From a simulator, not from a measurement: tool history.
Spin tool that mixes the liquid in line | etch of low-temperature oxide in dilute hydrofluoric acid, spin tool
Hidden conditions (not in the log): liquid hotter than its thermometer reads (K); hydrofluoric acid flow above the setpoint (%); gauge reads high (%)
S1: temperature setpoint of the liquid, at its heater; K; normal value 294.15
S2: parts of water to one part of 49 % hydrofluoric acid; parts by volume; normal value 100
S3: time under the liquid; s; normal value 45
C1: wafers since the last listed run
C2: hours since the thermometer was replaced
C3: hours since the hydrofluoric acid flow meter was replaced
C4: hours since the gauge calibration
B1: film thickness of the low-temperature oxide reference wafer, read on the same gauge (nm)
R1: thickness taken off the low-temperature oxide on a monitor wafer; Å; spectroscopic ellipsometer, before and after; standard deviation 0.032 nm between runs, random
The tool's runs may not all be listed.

{"run": 1, "hour": 0.0, "S1": 294.15, "S2": 100, "S3": 45, "C1": 0, "C2": 1882.3, "C3": 2028.9, "C4": 310.2, "B1": 59.96, "R1": 74.5}
{"run": 2, "hour": 26.6, "S1": 294.15, "S2": 100, "S3": 55, "C1": 375, "C2": 1908.9, "C3": 2055.5, "C4": 336.8, "B1": 59.97, "R1": 91.8}
{"run": 3, "hour": 45.8, "S1": 294.15, "S2": 100, "S3": 55, "C1": 270, "C2": 1928.1, "C3": 2074.7, "C4": 356, "B1": 60.03, "R1": 91.7}
{"run": 4, "hour": 58.6, "S1": 294.15, "S2": 100, "S3": 55, "C1": 180, "C2": 1940.9, "C3": 2087.5, "C4": 368.8, "B1": 60.01, "R1": 92}
{"run": 5, "hour": 82.5, "S1": 294.15, "S2": 100, "S3": 45, "C1": 337, "C2": 1964.8, "C3": 2111.4, "C4": 392.7, "B1": 60, "R1": 74.8}
{"run": 6, "hour": 116.2, "S1": 294.15, "S2": 100, "S3": 45, "C1": 475, "C2": 1998.5, "C3": 2145.1, "C4": 426.4, "B1": 59.99, "R1": 75.9}
{"run": 7, "hour": 134.8, "S1": 294.15, "S2": 100, "S3": 45, "C1": 262, "C2": 2017.1, "C3": 2163.7, "C4": 445, "B1": 60.01, "R1": 75.2}
{"hour": 157.1, "done": "gauge calibrated"}
{"run": 8, "hour": 161.9, "S1": 294.15, "S2": 100, "S3": 45, "C1": 382, "C2": 2044.2, "C3": 2190.8, "C4": 4.8, "B1": 59.97, "R1": 75.5}
{"run": 9, "hour": 175.0, "S1": 298.15, "S2": 80, "S3": 45, "C1": 184, "C2": 2057.3, "C3": 2203.9, "C4": 17.9, "B1": 60, "R1": 113.9}
{"run": 10, "hour": 198.1, "S1": 294.15, "S2": 100, "S3": 55, "C1": 325, "C2": 2080.4, "C3": 2227, "C4": 41, "B1": 60.01, "R1": 92.5}
{"hour": 250.8, "done": "thermometer replaced"}
{"run": 11, "hour": 271.6, "S1": 295.65, "S2": 65, "S3": 30, "C1": 1022, "C2": 20.8, "C3": 2300.5, "C4": 114.5, "B1": 60.01, "R1": 78.3}
{"hour": 287.8, "done": "hydrofluoric acid flow meter replaced"}
{"run": 12, "hour": 288.3, "S1": 295.65, "S2": 100, "S3": 30, "C1": 221, "C2": 37.5, "C3": 0.5, "C4": 131.2, "B1": 59.98, "R1": 48.3}
{"run": 13, "hour": 305.6, "S1": 294.15, "S2": 100, "S3": 65, "C1": 244, "C2": 54.8, "C3": 17.8, "C4": 148.5, "B1": 59.95, "R1": 99.1}
{"run": 14, "hour": 330.6, "S1": 295.65, "S2": 135, "S3": 45, "C1": 352, "C2": 79.8, "C3": 42.8, "C4": 173.5, "B1": 60.01, "R1": 52.2}
{"run": 15, "hour": 360.9, "S1": 294.15, "S2": 100, "S3": 55, "C1": 427, "C2": 110.1, "C3": 73.1, "C4": 203.8, "B1": 59.95, "R1": 84.1}
{"run": 16, "hour": 395.1, "S1": 294.15, "S2": 115, "S3": 45, "C1": 482, "C2": 144.3, "C3": 107.3, "C4": 238, "B1": 59.99, "R1": 59.1}
{"run": 17, "hour": 418.5, "S1": 295.65, "S2": 65, "S3": 30, "C1": 330, "C2": 167.7, "C3": 130.7, "C4": 261.4, "B1": 59.99, "R1": 78.9}

Run by run, hidden condition taken away, random variation retained:
run=1 R1=67.7
run=2 R1=83.2
run=3 R1=83.1
run=4 R1=83.3
run=5 R1=67.7
run=6 R1=68.6
run=7 R1=67.8
run=8 R1=68
run=9 R1=102.8
run=10 R1=83.1
run=11 R1=77.8
run=12 R1=48
run=13 R1=98.2
run=14 R1=51.7
run=15 R1=83.2
run=16 R1=58.3
run=17 R1=77.8
